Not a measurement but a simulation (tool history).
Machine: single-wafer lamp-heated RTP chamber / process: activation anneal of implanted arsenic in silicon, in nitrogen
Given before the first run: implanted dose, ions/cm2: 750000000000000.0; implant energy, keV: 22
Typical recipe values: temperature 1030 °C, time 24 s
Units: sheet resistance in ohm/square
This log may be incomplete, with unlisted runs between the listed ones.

run,day,temperature,time,"read-back reference wafer on the same gauge, sheet resistance",sheet resistance
1,0.000,1030,24,132.03,146.76
# day 1.158: reflector plate cleaned
# day 3.050: gauge calibrated
2,3.154,1030,24,131.97,145.90
3,5.217,1030,24,132.02,145.86
# day 7.350: pyrometer window cleaned and pyrometer calibrated
4,8.171,1030,24,132.05,147.47
5,12.521,1030,24,131.99,146.85
6,14.579,1030,24,132.02,147.08
7,16.129,1030,24,132.00,146.36
# day 16.554: reflector plate cleaned
8,18.858,1030,24,131.94,145.13
# day 20.379: pyrometer window cleaned and pyrometer calibrated
9,22.446,1030,24,131.99,147.02
10,25.454,1030,24,132.05,146.01
11,27.983,1030,24,132.11,145.70
# day 31.121: reflector plate cleaned
12,31.162,1058,36,132.01,137.30
# day 31.996: pyrometer window cleaned and pyrometer calibrated
13,34.529,1030,24,132.04,147.33
14,36.950,1043,28,132.00,143.38
# day 37.042: gauge calibrated
15,38.467,1056,24,132.02,142.23
16,40.629,1030,24,132.08,146.50
# day 43.817: reflector plate cleaned
17,44.562,1030,24,132.07,145.33
# day 46.883: pyrometer window cleaned and pyrometer calibrated
18,46.904,1046,20,131.98,145.73
19,50.838,1030,24,132.01,147.61
# day 57.946: reflector plate cleaned
20,58.083,1057,10,132.05,148.42
# day 60.596: pyrometer window cleaned and pyrometer calibrated
21,61.583,1054,38,132.04,139.39
22,65.467,1049,28,132.08,142.66

4 ways to go on from here, each from the tool as it stands after run 22. What would each give?
A,65.483,1030,17,?,?
B,65.483,1030,33,?,?
C,65.483,1000,31,?,?
D,65.483,1058,12,?,?

run,"read-back reference wafer on the same gauge, sheet resistance",sheet resistance
A,131.95,149.05
B,131.95,143.88
C,131.95,149.90
D,131.95,147.05
Without the tool's hidden state the same runs would have given:
run,sheet resistance
A,149.42
B,144.27
C,150.34
D,147.41
